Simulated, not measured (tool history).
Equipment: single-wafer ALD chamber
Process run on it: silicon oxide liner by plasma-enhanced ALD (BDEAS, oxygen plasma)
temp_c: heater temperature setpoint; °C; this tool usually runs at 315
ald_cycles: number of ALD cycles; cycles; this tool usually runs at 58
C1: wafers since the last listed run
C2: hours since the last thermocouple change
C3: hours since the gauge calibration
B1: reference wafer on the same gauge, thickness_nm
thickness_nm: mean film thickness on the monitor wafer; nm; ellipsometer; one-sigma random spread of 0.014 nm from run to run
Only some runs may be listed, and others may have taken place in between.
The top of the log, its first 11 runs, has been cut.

Run 12, hour 367.1: usual settings; C1 115; C2 1954.1; C3 36.4; B1 4.994. Result: thickness_nm 5.507 nm.
Run 13, hour 398.5: usual settings; C1 164; C2 1985.5; C3 67.8; B1 4.989. Result: thickness_nm 5.504 nm.
Run 14, hour 413.2: usual settings; C1 77; C2 2000.2; C3 82.5; B1 4.990. Result: thickness_nm 5.524 nm.
Run 15, hour 505.3: usual settings; C1 483; C2 2092.3; C3 174.6; B1 4.990. Result: thickness_nm 5.521 nm.
Run 16, hour 522.3: usual settings; C1 89; C2 2109.3; C3 191.6; B1 4.991. Result: thickness_nm 5.508 nm.
Run 17, hour 536.3: usual settings; C1 73; C2 2123.3; C3 205.6; B1 4.990. Result: thickness_nm 5.494 nm.
Run 18, hour 568.6: usual settings but ald_cycles 63 cycles; C1 169; C2 2155.6; C3 237.9; B1 4.991. Result: thickness_nm 5.989 nm.
At hour 603.5: thermocouple changed; heater temperature recalibrated.
Run 19, hour 666.5: usual settings but temp_c 323 °C, ald_cycles 54 cycles; C1 472; C2 63.0; C3 335.8; B1 4.991. Result: thickness_nm 5.070 nm.
Run 20, hour 697.9: usual settings; C1 164; C2 94.4; C3 367.2; B1 4.994. Result: thickness_nm 5.527 nm.
Run 21, hour 715.1: usual settings but temp_c 311 °C, ald_cycles 67 cycles; C1 90; C2 111.6; C3 384.4; B1 4.985. Result: thickness_nm 6.374 nm.
Run 22, hour 729.2: usual settings but temp_c 322 °C, ald_cycles 68 cycles; C1 74; C2 125.7; C3 398.5; B1 4.986. Result: thickness_nm 6.419 nm.
Run 23, hour 760.3: usual settings; C1 163; C2 156.8; C3 429.6; B1 4.995. Result: thickness_nm 5.519 nm.
Run 24, hour 785.3: usual settings but temp_c 306 °C; C1 131; C2 181.8; C3 454.6; B1 4.993. Result: thickness_nm 5.592 nm.
Run 25, hour 800.7: usual settings; C1 80; C2 197.2; C3 470.0; B1 4.985. Result: thickness_nm 5.492 nm.

Run 26 is up next; what results do you expect?
Run 26, hour 821.2: usual settings but temp_c 319 °C, ald_cycles 51 cycles; C1 107; C2 217.7; C3 490.5; B1 ?. Result: thickness_nm ?.

B1: 4.989
thickness_nm: 4.827 nm
Minus the tool's unlogged condition, the same run would have read thickness_nm 4.827 nm.
